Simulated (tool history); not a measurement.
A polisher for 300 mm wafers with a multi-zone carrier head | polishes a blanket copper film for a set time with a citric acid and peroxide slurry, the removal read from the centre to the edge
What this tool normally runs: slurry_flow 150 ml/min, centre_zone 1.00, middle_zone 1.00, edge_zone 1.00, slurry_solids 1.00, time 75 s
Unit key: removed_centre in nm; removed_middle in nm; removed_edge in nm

run	hour	slurry_flow	centre_zone	middle_zone	edge_zone	slurry_solids	time	wafers since the last listed run	wafers polished on this pad	hours since the slurry nozzle was cleaned	hours since the centre zone pressure was calibrated	hours since the edge zone pressure was calibrated	hours since the carrier head's membrane was replaced	incoming thickness of the incoming film, nm	removed_centre	removed_middle	removed_edge
1	0.0	150	1.00	1.00	1.00	1.00	75	0	177	116.6	309.5	773.5	400.1	659.8	187.0	183.8	186.2
2	63.2	150	1.00	1.00	1.00	1.00	75	607	785	179.8	372.7	836.7	463.3	659.8	183.1	183.4	183.8
3	108.4	150	1.00	1.00	1.00	1.00	75	434	1220	225.0	417.9	881.9	508.5	662.9	185.5	180.0	183.4
# hour 123.2: carrier head's membrane replaced by a new one
4	171.6	150	1.00	1.00	1.00	1.00	75	559	1780	288.2	481.1	945.1	48.4	657.9	178.9	178.9	182.2
5	232.1	110	1.00	1.00	1.00	1.00	75	582	2362	348.7	541.6	1005.6	108.9	649.1	170.1	167.9	174.7
6	299.3	110	1.00	1.00	1.00	1.00	75	646	3009	415.9	608.8	1072.8	176.1	650.2	171.3	165.3	171.6
# hour 328.8: worn pad replaced by a new one
7	332.1	110	1.00	1.00	1.00	1.00	75	277	31	448.7	641.6	1105.6	208.9	662.8	176.8	173.3	183.9
# hour 337.0: centre zone pressure recalibrated
# hour 374.7: slurry nozzle cleaned
8	385.2	150	1.00	1.00	1.03	1.00	75	481	513	10.5	48.2	1158.7	262.0	650.9	188.8	182.6	190.5
# hour 564.4: edge zone pressure recalibrated
9	564.9	150	1.00	1.00	1.00	1.15	75	1709	2223	190.2	227.9	0.5	441.7	662.1	185.6	186.5	187.5
10	619.0	150	1.00	1.05	0.96	1.25	60	520	2743	244.3	282.0	54.6	495.8	660.7	150.3	153.6	149.6
# hour 634.7: carrier head's membrane replaced by a new one
11	669.5	180	1.00	1.00	1.00	1.00	75	437	3181	294.8	332.5	105.1	34.8	663.7	185.3	178.4	182.7
# hour 715.6: worn pad replaced by a new one
12	735.2	150	0.89	1.10	1.00	1.00	75	593	188	360.5	398.2	170.8	100.5	653.9	168.9	197.2	188.8
13	802.3	150	1.00	1.00	1.00	1.00	75	645	834	427.6	465.3	237.9	167.6	669.4	186.5	182.9	190.2
# hour 836.3: slurry nozzle cleaned
# hour 936.5: centre zone pressure recalibrated
14	994.9	180	1.00	1.00	1.00	1.00	92	1823	2658	158.6	58.4	430.5	360.2	651.6	226.8	222.1	226.4
# hour 1050.9: worn pad replaced by a new one
15	1051.4	150	1.00	1.00	1.00	1.00	75	505	4	215.1	114.9	487.0	416.7	660.3	185.4	188.0	190.7
16	1074.3	150	1.00	1.00	1.00	1.00	90	220	224	238.0	137.8	509.9	439.6	662.0	216.2	220.5	229.1
17	1114.1	150	1.00	1.07	1.00	1.00	83	382	607	277.8	177.6	549.7	479.4	665.2	202.9	213.9	207.5
18	1157.4	180	1.00	1.00	1.00	1.00	92	416	1024	321.1	220.9	593.0	522.7	651.7	232.2	228.8	231.9
# hour 1191.2: carrier head's membrane replaced by a new one
19	1214.0	150	1.11	1.00	1.00	1.00	75	496	1520	377.7	277.5	649.6	22.8	652.1	200.8	178.8	185.0
# hour 1320.5: slurry nozzle cleaned
20	1321.0	125	1.00	1.00	0.92	1.30	75	1019	2540	0.5	384.5	756.6	129.8	669.2	186.8	180.4	178.3
# hour 1379.9: worn pad replaced by a new one
21	1380.4	150	1.00	0.92	1.00	1.10	92	532	5	59.9	443.9	816.0	189.2	665.4	229.1	220.7	236.8
22	1438.1	150	0.96	1.00	0.90	0.85	75	555	560	117.6	501.6	873.7	246.9	656.7	171.1	173.2	174.3

Some steps in removed_centre between neighbouring runs. How much of each would the tool show without its hidden state too (settings, what came in, random variation), and how much is left for the hidden state, with any gauge scatter that isn't in both results?
Hidden state at play: removal rate lost through wear of the pad, %; slurry flow missing at the pad, %; deviation of the centre zone's pressure from its setpoint, %; deviation of the edge zone's pressure from its setpoint, %.
Run 6 -> 7: worn pad replaced by a new one. removed_centre +5.5 nm: hidden state +10.2, all else -4.7.
Run 14 -> 15: slurry_flow 180 -> 150, time 92 -> 75, worn pad replaced by a new one. removed_centre -41.4 nm: hidden state +10.8, all else -52.2.
Run 20 -> 21: slurry_flow 125 -> 150, middle_zone 1.00 -> 0.92, edge_zone 0.92 -> 1.00, slurry_solids 1.30 -> 1.10, time 75 -> 92, worn pad replaced by a new one. removed_centre +42.3 nm: hidden state +8.5, all else +33.8.
Run 21 -> 22: centre_zone 1.00 -> 0.96, middle_zone 0.92 -> 1.00, edge_zone 1.00 -> 0.90, slurry_solids 1.10 -> 0.85, time 92 -> 75. removed_centre -58.0 nm: hidden state -1.5, all else -56.5.
